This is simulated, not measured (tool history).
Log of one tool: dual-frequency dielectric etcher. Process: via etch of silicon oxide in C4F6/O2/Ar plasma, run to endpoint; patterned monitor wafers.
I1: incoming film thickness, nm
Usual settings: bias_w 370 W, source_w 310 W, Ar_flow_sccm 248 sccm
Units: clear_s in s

run 1 hour=0 | bias_w=370 source_w=250 Ar_flow_sccm=248 | I1=69.5 | clear_s=21
run 2 hour=13.2 | bias_w=370 source_w=250 Ar_flow_sccm=248 | I1=70.1 | clear_s=21.2
run 3 hour=25.2 | bias_w=370 source_w=250 Ar_flow_sccm=248 | I1=69.9 | clear_s=21.1
-- hour=68.9 wet clean of the chamber
run 4 hour=69.4 | bias_w=370 source_w=310 Ar_flow_sccm=248 | I1=69.6 | clear_s=19.7
run 5 hour=69.7 | bias_w=370 source_w=310 Ar_flow_sccm=235 | I1=70.6 | clear_s=19.7
run 6 hour=82.2 | bias_w=370 source_w=310 Ar_flow_sccm=235 | I1=69.8 | clear_s=19.4
run 7 hour=111.2 | bias_w=370 source_w=310 Ar_flow_sccm=235 | I1=70.1 | clear_s=19.5
run 8 hour=146.3 | bias_w=370 source_w=310 Ar_flow_sccm=248 | I1=70.7 | clear_s=20
-- hour=187.8 Ar flow controller replaced
run 9 hour=194.7 | bias_w=370 source_w=310 Ar_flow_sccm=248 | I1=70.9 | clear_s=20
-- hour=236.6 upper electrode replaced
run 10 hour=237.1 | bias_w=328 source_w=310 Ar_flow_sccm=248 | I1=70.4 | clear_s=20.4
run 11 hour=237.5 | bias_w=328 source_w=310 Ar_flow_sccm=248 | I1=70 | clear_s=20.2
run 12 hour=270.7 | bias_w=343 source_w=310 Ar_flow_sccm=248 | I1=70.3 | clear_s=20
run 13 hour=304.8 | bias_w=343 source_w=310 Ar_flow_sccm=248 | I1=69.8 | clear_s=19.9
run 14 hour=322.9 | bias_w=370 source_w=250 Ar_flow_sccm=248 | I1=70.7 | clear_s=21.5
-- hour=339 source power generator calibrated
-- hour=353 bias power generator calibrated
run 15 hour=353.5 | bias_w=345 source_w=310 Ar_flow_sccm=212 | I1=70.5 | clear_s=20
run 16 hour=386.9 | bias_w=342 source_w=310 Ar_flow_sccm=287 | I1=69.5 | clear_s=20.4
run 17 hour=407.2 | bias_w=370 source_w=280 Ar_flow_sccm=193 | I1=69.9 | clear_s=19.7
run 18 hour=438.8 | bias_w=370 source_w=310 Ar_flow_sccm=248 | I1=69.7 | clear_s=19.6
-- hour=473.7 wet clean of the chamber
run 19 hour=474.2 | bias_w=430 source_w=310 Ar_flow_sccm=248 | I1=69.7 | clear_s=19
run 20 hour=474.6 | bias_w=370 source_w=310 Ar_flow_sccm=248 | I1=70 | clear_s=19.8
run 21 hour=490.6 | bias_w=450 source_w=280 Ar_flow_sccm=248 | I1=70.1 | clear_s=19.4
run 22 hour=509.4 | bias_w=370 source_w=310 Ar_flow_sccm=296 | I1=70.1 | clear_s=20.3
run 23 hour=539.8 | bias_w=445 source_w=310 Ar_flow_sccm=305 | I1=69.6 | clear_s=19.5
run 24 hour=552.2 | bias_w=370 source_w=310 Ar_flow_sccm=248 | I1=70.5 | clear_s=19.8
run 25 hour=577.8 | bias_w=370 source_w=230 Ar_flow_sccm=191 | I1=69.7 | clear_s=20.8
run 26 hour=607.4 | bias_w=335 source_w=280 Ar_flow_sccm=308 | I1=70.4 | clear_s=21.7

Forecast each of these 5 alternatives for the next run:
run A hour=607.8 | bias_w=370 source_w=310 Ar_flow_sccm=211 | I1=70.6 | clear_s=?
run B hour=607.8 | bias_w=340 source_w=250 Ar_flow_sccm=301 | I1=70.6 | clear_s=?
run C hour=607.8 | bias_w=370 source_w=340 Ar_flow_sccm=269 | I1=70.6 | clear_s=?
run D hour=607.8 | bias_w=370 source_w=260 Ar_flow_sccm=248 | I1=70.6 | clear_s=?
run E hour=607.8 | bias_w=338 source_w=330 Ar_flow_sccm=304 | I1=70.6 | clear_s=?

run=A clear_s=19.4
run=B clear_s=22.3
run=C clear_s=19.5
run=D clear_s=21
run=E clear_s=20.5
Without the tool's hidden state the same runs would have given:
run=A clear_s=19.4
run=B clear_s=22.3
run=C clear_s=19.5
run=D clear_s=21
run=E clear_s=20.5

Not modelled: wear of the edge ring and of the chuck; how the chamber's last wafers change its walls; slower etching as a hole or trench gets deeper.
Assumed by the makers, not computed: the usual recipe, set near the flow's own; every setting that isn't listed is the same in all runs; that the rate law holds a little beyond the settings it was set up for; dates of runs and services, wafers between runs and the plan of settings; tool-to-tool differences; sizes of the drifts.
